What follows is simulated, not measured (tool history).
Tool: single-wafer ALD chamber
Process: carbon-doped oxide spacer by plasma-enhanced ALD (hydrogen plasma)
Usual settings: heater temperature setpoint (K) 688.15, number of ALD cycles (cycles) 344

run    hour  heater temperature setpoint (K)  number of ALD cycles (cycles)  read-back reference wafer on the same gauge, thickness_nm  mean film thickness on the monitor wafer (Å)
  1     0.0                           685.15                            344                                                     14.690                                        170.49
  2    57.8                           692.15                            392                                                     14.703                                        188.63
  3   114.7                           692.15                            392                                                     14.698                                        190.12
  4   160.8                           681.15                            344                                                     14.710                                        172.48
  5   227.0                           688.15                            305                                                     14.709                                        149.81
  6   258.3                           688.15                            305                                                     14.678                                        149.84
  7   293.9                           688.15                            344                                                     14.715                                        168.78
  8   353.3                           679.15                            344                                                     14.705                                        175.45
  9   408.4                           688.15                            344                                                     14.700                                        168.80
 10   465.3                           688.15                            344                                                     14.697                                        168.89
 11   522.3                           688.15                            344                                                     14.702                                        169.67
 12   568.2                           697.15                            344                                                     14.701                                        163.58
 13   629.6                           697.15                            344                                                     14.714                                        163.86
 14   658.2                           688.15                            344                                                     14.692                                        169.56
 15   687.0                           688.15                            344                                                     14.709                                        169.71
 16   711.7                           688.15                            344                                                     14.695                                        169.63
 17   740.2                           694.15                            344                                                     14.696                                        165.81
 18   780.2                           694.15                            344                                                     14.725                                        166.84
 19   842.7                           688.15                            363                                                     14.699                                        178.77
 20   909.8                           688.15                            363                                                     14.688                                        178.98
 21   955.4                           688.15                            363                                                     14.697                                        180.23
 22   981.9                           688.15                            326                                                     14.699                                        160.78
 23  1035.8                           688.15                            310                                                     14.687                                        153.38
 24  1091.2                           688.15                            344                                                     14.684                                        170.50
 25  1139.3                           700.15                            282                                                     14.704                                        133.76
 26  1164.4                           692.15                            299                                                     14.685                                        146.29
 27  1223.2                           688.15                            344                                                     14.702                                        169.83
 28  1276.8                           688.15                            366                                                     14.720                                        181.38
 29  1308.8                           688.15                            344                                                     14.691                                        171.21
 30  1366.0                           688.15                            344                                                     14.713                                        168.56
 31  1410.0                           701.15                            376                                                     14.703                                        174.87
 32  1441.0                           702.15                            288                                                     14.698                                        133.01
 33  1474.0                           677.15                            364                                                     14.693                                        185.20
 34  1523.8                           688.15                            305                                                     14.716                                        148.60
 35  1548.5                           700.15                            278                                                     14.727                                        129.58
 36  1582.5                           674.15                            306                                                     14.691                                        154.78
 37  1607.9                           688.15                            344                                                     14.692                                        167.63
 38  1644.1                           695.15                            309                                                     14.693                                        146.75
 39  1674.7                           702.15                            362                                                     14.694                                        168.37
 40  1699.1                           702.15                            288                                                     14.719                                        133.16
 41  1750.4                           674.15                            293                                                     14.711                                        148.71
 42  1795.2                           697.15                            344                                                     14.699                                        163.10
 43  1826.8                           688.15                            299                                                     14.680                                        146.23
 44  1877.1                           700.15                            371                                                     14.701                                        174.09
 45  1939.0                           702.15                            312                                                     14.704                                        144.48

Taken out of this log: 3 entries between the listed runs. Where each belongs, and how the hidden state differs across it:
Between runs 2 and 3: gauge calibrated (hour 104.2)
  wafer temperature above the value expected at the setpoint (K): -3.07 -> -3.2
  measured less the result without the state, mean film thickness on the monitor wafer (Å): +2.06 -> +2.16
Between runs 27 and 28: gauge calibrated (hour 1247.6)
  wafer temperature above the value expected at the setpoint (K): -5.72 -> -5.84
  measured less the result without the state, mean film thickness on the monitor wafer (Å): +3.37 -> +3.68
Between runs 29 and 30: thermocouple changed; heater temperature recalibrated (hour 1357.6)
  wafer temperature above the value expected at the setpoint (K): -5.92 -> -1.29
  measured less the result without the state, mean film thickness on the monitor wafer (Å): +3.51 -> +0.77

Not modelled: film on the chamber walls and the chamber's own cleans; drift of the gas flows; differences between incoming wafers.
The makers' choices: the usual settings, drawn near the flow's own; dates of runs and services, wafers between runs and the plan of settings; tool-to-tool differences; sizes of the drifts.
